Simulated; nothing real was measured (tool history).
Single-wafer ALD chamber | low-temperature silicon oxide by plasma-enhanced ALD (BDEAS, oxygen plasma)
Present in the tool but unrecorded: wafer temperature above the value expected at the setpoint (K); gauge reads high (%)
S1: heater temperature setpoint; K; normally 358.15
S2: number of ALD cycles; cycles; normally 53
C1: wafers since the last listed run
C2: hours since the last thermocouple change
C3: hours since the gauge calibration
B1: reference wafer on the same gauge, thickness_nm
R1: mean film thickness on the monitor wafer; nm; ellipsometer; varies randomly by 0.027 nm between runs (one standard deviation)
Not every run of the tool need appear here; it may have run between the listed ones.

run     day      S1  S2   C1      C2     C3     B1      R1
  1       0  358.15  48    0  1050.6  125.3  8.344    7.36
  2   2.642  358.15  48  357    1114  188.7  8.324   7.395
  3   4.408  358.15  48  238  1156.4  231.1  8.317   7.374
  4   5.962  358.15  49  210  1193.7  268.4  8.307   7.494
  5   8.867  352.15  53  392  1263.4  338.1  8.306   8.323
  6  11.779  352.15  53  393  1333.3    408  8.299   8.286
  7  12.946  352.15  53  157  1361.3    436  8.287   8.268
  8  15.667  358.15  59  367  1426.6  501.3  8.275   9.011
  9    20.4  358.15  53  640  1540.2  614.9   8.25   8.101
 10  22.817  351.15  46  326  1598.2  672.9  8.244   7.199
     23.379  -- thermocouple changed; heater temperature recalibrated
 11  25.171  343.15  63  273      43  729.4  8.233  10.202
 12  27.325  349.15  44  291    94.7  781.1  8.221   6.953
     27.946  -- gauge calibrated
 13  30.175  351.15  46  385   163.1   53.5  8.319   7.297
 14  32.475  358.15  53  311   218.3  108.7  8.326   8.112
 15  33.662  358.15  46  160   246.8  137.2   8.31   7.095
 16  36.829  358.15  57  428   322.8  213.2  8.299   8.757

Results per run with the tool's hidden condition removed, run-to-run variation unchanged:
run      R1
  1    7.37
  2   7.415
  3   7.401
  4   7.527
  5   8.372
  6   8.347
  7   8.333
  8   9.095
  9   8.196
 10   7.293
 11  10.346
 12   7.059
 13   7.317
 14   8.143
 15   7.127
 16    8.81
